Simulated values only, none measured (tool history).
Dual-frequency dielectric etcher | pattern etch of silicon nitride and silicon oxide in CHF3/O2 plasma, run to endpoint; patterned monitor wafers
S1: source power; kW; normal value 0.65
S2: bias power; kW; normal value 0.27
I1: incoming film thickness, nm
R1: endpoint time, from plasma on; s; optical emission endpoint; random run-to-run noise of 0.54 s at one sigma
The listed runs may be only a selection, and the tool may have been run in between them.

run 1 hour=0 | S1=0.76 S2=0.223 | I1=313.3 | R1=181.6
run 2 hour=70.5 | S1=0.74 S2=0.27 | I1=309.9 | R1=168.4
-- hour=110.2 wet clean of the chamber
run 3 hour=110.7 | S1=0.65 S2=0.245 | I1=309.1 | R1=185.3
run 4 hour=137.3 | S1=0.65 S2=0.245 | I1=315.3 | R1=189.1
-- hour=163.6 source power generator calibrated
run 5 hour=164.1 | S1=0.65 S2=0.248 | I1=307.7 | R1=182.7
run 6 hour=188.2 | S1=0.65 S2=0.248 | I1=312 | R1=184.4
run 7 hour=204.8 | S1=0.65 S2=0.248 | I1=311.8 | R1=185.2
run 8 hour=220.8 | S1=0.65 S2=0.27 | I1=310.2 | R1=179.2
-- hour=260.4 upper electrode replaced
run 9 hour=260.9 | S1=0.65 S2=0.27 | I1=310 | R1=178.6
run 10 hour=271.7 | S1=0.65 S2=0.27 | I1=309.8 | R1=178.6
run 11 hour=286.6 | S1=0.65 S2=0.27 | I1=305.9 | R1=176
run 12 hour=351.3 | S1=0.65 S2=0.299 | I1=309.4 | R1=171.3
run 13 hour=370.4 | S1=0.77 S2=0.303 | I1=311.5 | R1=162.6
run 14 hour=391.5 | S1=0.8 S2=0.325 | I1=307.8 | R1=155.6
run 15 hour=410.4 | S1=0.79 S2=0.323 | I1=312.4 | R1=158.4
run 16 hour=434.7 | S1=0.65 S2=0.27 | I1=307 | R1=174.6
-- hour=490.1 wet clean of the chamber
run 17 hour=527 | S1=0.8 S2=0.215 | I1=307.5 | R1=180.5
-- hour=545.5 bias power generator calibrated
run 18 hour=546.7 | S1=0.65 S2=0.27 | I1=308.5 | R1=176.1
run 19 hour=565.2 | S1=0.65 S2=0.27 | I1=311.8 | R1=177.8
run 20 hour=599.5 | S1=0.8 S2=0.246 | I1=309.6 | R1=170.6
run 21 hour=620.1 | S1=0.54 S2=0.329 | I1=311.2 | R1=173.7

What does the tool deliver on the next run?
run 22 hour=672.8 | S1=0.65 S2=0.27 | I1=310.8 | R1=?

{"run 22": {"R1": 175.9}}
Were there no unlogged condition in the tool, this run, its random variation unchanged, would have produced R1 178.2 s.

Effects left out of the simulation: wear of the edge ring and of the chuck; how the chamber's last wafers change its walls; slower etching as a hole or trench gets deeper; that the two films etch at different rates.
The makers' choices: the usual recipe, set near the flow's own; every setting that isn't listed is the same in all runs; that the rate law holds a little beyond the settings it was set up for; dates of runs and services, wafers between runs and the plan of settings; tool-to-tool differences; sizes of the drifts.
